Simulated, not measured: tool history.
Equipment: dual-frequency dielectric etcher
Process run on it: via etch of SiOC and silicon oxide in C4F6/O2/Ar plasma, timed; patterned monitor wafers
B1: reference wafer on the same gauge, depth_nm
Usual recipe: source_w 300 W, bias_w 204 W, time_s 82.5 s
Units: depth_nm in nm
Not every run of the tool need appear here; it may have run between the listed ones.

run 1 hour=0.0 | source_w=300 bias_w=204 time_s=90.5 | B1=101.2 | depth_nm=101.1
run 2 hour=54.3 | source_w=300 bias_w=204 time_s=90.5 | B1=101.3 | depth_nm=101.3
run 3 hour=117.3 | source_w=330 bias_w=204 time_s=82.5 | B1=101.3 | depth_nm=97.2
run 4 hour=145.1 | source_w=330 bias_w=204 time_s=82.5 | B1=101.1 | depth_nm=97.7
run 5 hour=193.5 | source_w=330 bias_w=204 time_s=82.5 | B1=101.3 | depth_nm=98.7
run 6 hour=257.9 | source_w=340 bias_w=204 time_s=82.5 | B1=101.2 | depth_nm=100.0
run 7 hour=322.4 | source_w=340 bias_w=226 time_s=82.5 | B1=101.2 | depth_nm=104.2
run 8 hour=390.3 | source_w=340 bias_w=226 time_s=82.5 | B1=101.2 | depth_nm=104.9
run 9 hour=438.2 | source_w=340 bias_w=226 time_s=82.5 | B1=101.3 | depth_nm=105.2
run 10 hour=463.7 | source_w=300 bias_w=204 time_s=82.5 | B1=101.1 | depth_nm=95.4
-- hour=513.6 wet clean of the chamber
run 11 hour=514.1 | source_w=300 bias_w=204 time_s=82.5 | B1=101.0 | depth_nm=92.3
run 12 hour=572.8 | source_w=300 bias_w=177 time_s=82.5 | B1=101.3 | depth_nm=87.6
run 13 hour=633.6 | source_w=240 bias_w=180 time_s=95.0 | B1=101.3 | depth_nm=89.5
run 14 hour=725.9 | source_w=340 bias_w=226 time_s=82.5 | B1=101.1 | depth_nm=102.9
-- hour=765.2 gauge calibrated
-- hour=770.1 source power generator calibrated
run 15 hour=786.3 | source_w=300 bias_w=252 time_s=82.5 | B1=101.2 | depth_nm=101.0
-- hour=871.1 upper electrode replaced
run 16 hour=871.6 | source_w=260 bias_w=231 time_s=74.5 | B1=101.1 | depth_nm=81.9
-- hour=902.2 bias power generator calibrated
run 17 hour=902.7 | source_w=340 bias_w=226 time_s=82.5 | B1=101.4 | depth_nm=104.0
run 18 hour=946.2 | source_w=380 bias_w=204 time_s=82.5 | B1=101.2 | depth_nm=107.8
run 19 hour=1005.6 | source_w=300 bias_w=175 time_s=70.5 | B1=101.2 | depth_nm=76.8
run 20 hour=1032.3 | source_w=300 bias_w=204 time_s=82.5 | B1=101.2 | depth_nm=94.9
-- hour=1124.1 wet clean of the chamber
run 21 hour=1137.5 | source_w=300 bias_w=204 time_s=65.5 | B1=101.4 | depth_nm=72.3
run 22 hour=1189.4 | source_w=300 bias_w=220 time_s=82.5 | B1=101.1 | depth_nm=94.5
run 23 hour=1261.1 | source_w=300 bias_w=244 time_s=82.5 | B1=101.1 | depth_nm=98.2

Here are 3 independent what-if runs from the current tool condition. What would each one return?
run A hour=1261.5 | source_w=350 bias_w=204 time_s=82.5 | B1=? | depth_nm=?
run B hour=1261.5 | source_w=300 bias_w=204 time_s=68.5 | B1=? | depth_nm=?
run C hour=1261.5 | source_w=270 bias_w=222 time_s=96.0 | B1=? | depth_nm=?

run=A B1=101.4 depth_nm=99.7
run=B B1=101.4 depth_nm=76.3
run=C B1=101.4 depth_nm=104.0
Stripped of hidden state, with their random variation kept, the same runs would have yielded:
run=A depth_nm=98.7
run=B depth_nm=75.5
run=C depth_nm=102.9

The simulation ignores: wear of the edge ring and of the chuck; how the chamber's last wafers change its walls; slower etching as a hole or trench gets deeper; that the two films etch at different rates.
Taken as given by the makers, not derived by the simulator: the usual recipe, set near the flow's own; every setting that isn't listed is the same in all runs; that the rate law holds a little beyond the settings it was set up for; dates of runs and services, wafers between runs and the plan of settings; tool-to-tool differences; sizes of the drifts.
